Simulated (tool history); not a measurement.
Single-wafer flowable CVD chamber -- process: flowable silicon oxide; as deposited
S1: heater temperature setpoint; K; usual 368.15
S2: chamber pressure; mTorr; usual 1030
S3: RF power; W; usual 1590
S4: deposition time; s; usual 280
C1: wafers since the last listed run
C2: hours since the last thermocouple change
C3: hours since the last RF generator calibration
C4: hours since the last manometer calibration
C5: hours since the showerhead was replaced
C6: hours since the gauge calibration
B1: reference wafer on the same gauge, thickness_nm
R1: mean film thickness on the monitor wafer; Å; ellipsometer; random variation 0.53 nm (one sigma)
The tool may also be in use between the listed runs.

run 1 hour=0 | S1=368.15 S2=1030 S3=1590 S4=280 | C1=0 C2=697.1 C3=2473.7 C4=1473.5 C5=4723.9 C6=13.7 | B1=278.977 | R1=2732.76
run 2 hour=14 | S1=368.15 S2=1030 S3=1590 S4=280 | C1=92 C2=711.1 C3=2487.7 C4=1487.5 C5=4737.9 C6=27.7 | B1=279.049 | R1=2719.87
run 3 hour=35.9 | S1=362.15 S2=1030 S3=1590 S4=280 | C1=145 C2=733 C3=2509.6 C4=1509.4 C5=4759.8 C6=49.6 | B1=279.077 | R1=3268.09
run 4 hour=59.5 | S1=359.15 S2=1030 S3=1590 S4=280 | C1=156 C2=756.6 C3=2533.2 C4=1533 C5=4783.4 C6=73.2 | B1=278.764 | R1=3523.75
run 5 hour=81.9 | S1=359.15 S2=1030 S3=1590 S4=280 | C1=148 C2=779 C3=2555.6 C4=1555.4 C5=4805.8 C6=95.6 | B1=279.064 | R1=3528.7
run 6 hour=114.5 | S1=359.15 S2=1030 S3=1590 S4=280 | C1=216 C2=811.6 C3=2588.2 C4=1588 C5=4838.4 C6=128.2 | B1=278.902 | R1=3519.7
-- hour=129.5 showerhead replaced
run 7 hour=140.5 | S1=359.15 S2=1030 S3=1590 S4=236 | C1=119 C2=837.6 C3=2614.2 C4=1614 C5=11 C6=154.2 | B1=279.076 | R1=2968.34
run 8 hour=165.1 | S1=368.15 S2=1120 S3=1590 S4=322 | C1=163 C2=862.2 C3=2638.8 C4=1638.6 C5=35.6 C6=178.8 | B1=279.022 | R1=3321.36
run 9 hour=178.5 | S1=359.15 S2=1030 S3=1590 S4=280 | C1=88 C2=875.6 C3=2652.2 C4=1652 C5=49 C6=192.2 | B1=278.987 | R1=3524.31
-- hour=202.8 RF generator calibrated
-- hour=208.1 thermocouple changed; heater temperature recalibrated
run 10 hour=221 | S1=368.15 S2=1030 S3=1590 S4=280 | C1=193 C2=12.9 C3=18.2 C4=1694.5 C5=91.5 C6=234.7 | B1=279.079 | R1=2772.52
-- hour=233.6 capacitance manometer re-zeroed and calibrated
-- hour=236.5 gauge calibrated
run 11 hour=238.4 | S1=368.15 S2=1240 S3=1590 S4=327 | C1=62 C2=30.3 C3=35.6 C4=4.8 C5=108.9 C6=1.9 | B1=278.933 | R1=3518.31
run 12 hour=264.2 | S1=374.15 S2=960 S3=1385 S4=235 | C1=171 C2=56.1 C3=61.4 C4=30.6 C5=134.7 C6=27.7 | B1=279.159 | R1=1700.48
run 13 hour=289.4 | S1=355.15 S2=1120 S3=1390 S4=241 | C1=167 C2=81.3 C3=86.6 C4=55.8 C5=159.9 C6=52.9 | B1=279.07 | R1=3321.97
run 14 hour=310.7 | S1=368.15 S2=1030 S3=1590 S4=280 | C1=141 C2=102.6 C3=107.9 C4=77.1 C5=181.2 C6=74.2 | B1=279.012 | R1=2628.67
run 15 hour=326.9 | S1=363.15 S2=1030 S3=1875 S4=280 | C1=107 C2=118.8 C3=124.1 C4=93.3 C5=197.4 C6=90.4 | B1=278.838 | R1=3181.46

Each row is a separate what-if for the run after 15, all from the same tool condition, not one after another. Results?
run A hour=327.4 | S1=368.15 S2=1030 S3=1590 S4=280 | C1=3 C2=119.3 C3=124.6 C4=93.8 C5=197.9 C6=90.9 | B1=? | R1=?
run B hour=327.4 | S1=377.15 S2=1150 S3=1680 S4=254 | C1=3 C2=119.3 C3=124.6 C4=93.8 C5=197.9 C6=90.9 | B1=? | R1=?
run C hour=327.4 | S1=359.15 S2=1030 S3=1835 S4=280 | C1=3 C2=119.3 C3=124.6 C4=93.8 C5=197.9 C6=90.9 | B1=? | R1=?
run D hour=327.4 | S1=368.15 S2=1150 S3=1590 S4=280 | C1=3 C2=119.3 C3=124.6 C4=93.8 C5=197.9 C6=90.9 | B1=? | R1=?

run=A B1=279.014 R1=2635.6
run=B B1=279.014 R1=2010.92
run=C B1=279.014 R1=3506.95
run=D B1=279.014 R1=2847.95
Without the tool's hidden state the same runs would have given:
run=A R1=2619.82
run=B R1=2000.09
run=C R1=3485.64
run=D R1=2832.56

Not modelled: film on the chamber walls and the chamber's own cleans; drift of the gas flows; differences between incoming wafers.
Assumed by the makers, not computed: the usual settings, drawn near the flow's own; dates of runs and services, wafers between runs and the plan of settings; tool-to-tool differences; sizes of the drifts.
